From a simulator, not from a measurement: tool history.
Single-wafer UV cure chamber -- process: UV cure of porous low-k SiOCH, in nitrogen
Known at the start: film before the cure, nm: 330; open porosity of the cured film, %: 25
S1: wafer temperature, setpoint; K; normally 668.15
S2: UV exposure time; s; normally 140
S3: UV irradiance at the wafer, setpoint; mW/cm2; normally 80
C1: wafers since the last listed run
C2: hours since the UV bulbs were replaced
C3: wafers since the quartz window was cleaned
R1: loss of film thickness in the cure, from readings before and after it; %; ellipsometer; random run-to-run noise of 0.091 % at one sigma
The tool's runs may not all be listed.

run	hour	S1	S2	S3	C1	C2	C3	R1
1	0.0	668.15	140	80	0	1240.0	2853	9.299
# hour 28.0: quartz window cleaned
2	28.4	668.15	140	80	174	1268.4	3	9.438
3	66.9	668.15	140	80	328	1306.9	332	9.389
4	109.1	668.15	140	80	360	1349.1	693	9.333
5	147.1	668.15	140	80	324	1387.1	1017	9.388
6	177.4	668.15	140	80	258	1417.4	1276	9.350
7	234.2	668.15	140	80	485	1474.2	1761	9.207
8	274.7	668.15	140	80	346	1514.7	2107	9.349
9	313.1	662.15	140	80	328	1553.1	2436	9.290
10	369.4	662.15	140	80	481	1609.4	2917	9.233
11	411.0	662.15	140	80	355	1651.0	3272	9.327
# hour 425.8: quartz window cleaned
12	479.0	668.15	160	80	512	1719.0	454	9.949
13	540.6	668.15	160	80	526	1780.6	981	10.112
14	587.6	668.15	80	56	401	1827.6	1382	5.164
15	641.3	668.15	140	80	458	1881.3	1841	9.301
16	671.7	668.15	70	107	259	1911.7	2101	7.355
# hour 712.2: UV bulbs replaced
17	742.9	679.15	215	99	539	30.7	2641	13.581

Forecast run 18:
# hour 767.0: quartz window cleaned
18	790.0	688.15	95	112	334	77.8	196	?

{"run 18": {"R1": 10.416}}
If the tool had no hidden condition, the same run with the same run-to-run variation would have returned R1 10.574 %.
